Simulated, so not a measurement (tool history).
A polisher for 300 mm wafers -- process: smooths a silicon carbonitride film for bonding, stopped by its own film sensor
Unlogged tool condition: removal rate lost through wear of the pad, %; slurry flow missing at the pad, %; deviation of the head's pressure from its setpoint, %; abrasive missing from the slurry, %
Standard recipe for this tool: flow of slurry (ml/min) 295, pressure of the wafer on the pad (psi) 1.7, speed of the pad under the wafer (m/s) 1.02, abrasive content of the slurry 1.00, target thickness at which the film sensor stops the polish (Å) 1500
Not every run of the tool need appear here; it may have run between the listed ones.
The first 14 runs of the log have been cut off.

run	day	flow of slurry (ml/min)	pressure of the wafer on the pad (psi)	speed of the pad under the wafer (m/s)	abrasive content of the slurry	target thickness at which the film sensor stops the polish (Å)	wafers since the last listed run	wafers polished on this pad	hours since the slurry nozzle was cleaned	hours since the head pressure was calibrated	hours since the slurry blender was calibrated	incoming thickness of the incoming film, nm	time until the film sensor stopped the polish (s)
15	27.054	295	1.7	1.02	1.00	1500	457	464	90.8	913.8	350.7	167.9	73.1
16	28.700	255	1.7	1.18	1.20	1500	528	992	130.3	953.3	390.2	173.0	77.6
17	29.896	295	1.7	1.02	1.00	1500	383	1376	159.0	982.0	418.9	172.5	91.6
18	31.021	375	1.7	1.22	1.00	1500	361	1737	186.0	1009.0	445.9	171.2	71.7
# day 31.642: slurry blender recalibrated
19	32.358	295	2.0	1.30	1.00	1560	402	2140	218.1	1041.1	17.2	169.1	37.3
20	33.821	295	1.7	0.70	1.20	1500	469	2609	253.2	1076.2	52.3	170.6	105.9
21	36.762	295	2.0	1.30	1.00	1560	944	3553	323.8	1146.8	122.9	171.8	44.2
22	37.838	295	1.7	1.02	1.00	1500	345	3898	349.6	1172.6	148.7	169.6	79.9
23	40.658	340	2.3	1.02	1.00	1440	905	4804	417.3	1240.3	216.4	168.1	71.2
# day 41.171: head pressure recalibrated
# day 42.192: slurry nozzle cleaned
# day 43.517: worn pad replaced by a new one
# day 48.475: slurry blender recalibrated
24	49.129	390	2.2	0.92	1.00	1570	2598	1775	166.5	191.0	15.7	169.5	42.3
25	50.808	295	1.7	0.78	1.00	1500	538	2314	206.8	231.3	56.0	170.1	100.8
26	52.800	325	1.7	1.02	1.15	1500	639	2953	254.6	279.1	103.8	171.3	81.7
27	55.100	295	1.7	1.30	1.00	1500	738	3691	309.8	334.3	159.0	170.3	68.2
28	56.971	295	1.7	1.34	1.25	1500	600	4292	354.7	379.2	203.9	170.0	60.4
# day 58.012: worn pad replaced by a new one
29	58.425	255	1.7	1.02	1.00	1540	413	132	389.6	414.1	238.8	170.0	66.2
# day 60.358: slurry nozzle cleaned
30	60.792	340	2.3	1.02	1.00	1440	746	878	10.4	470.9	295.6	170.1	77.2
31	63.042	335	2.0	1.32	1.00	1530	722	1601	64.4	524.9	349.6	170.7	49.0

Here are 3 independent what-if runs from the current tool condition. What would each one return?
A	63.058	295	1.7	1.02	1.00	1500	5	1606	64.8	525.3	350.0	169.9	?
B	63.058	295	1.5	0.80	1.00	1470	5	1606	64.8	525.3	350.0	169.9	?
C	63.058	245	1.7	1.34	1.00	1500	5	1606	64.8	525.3	350.0	169.9	?

run	time until the film sensor stopped the polish (s)
A	79.4
B	125.8
C	65.2
Take away the tool's hidden state, keep each run's random variation, and the runs would have read:
run	time until the film sensor stopped the polish (s)
A	79.4
B	125.8
C	65.2
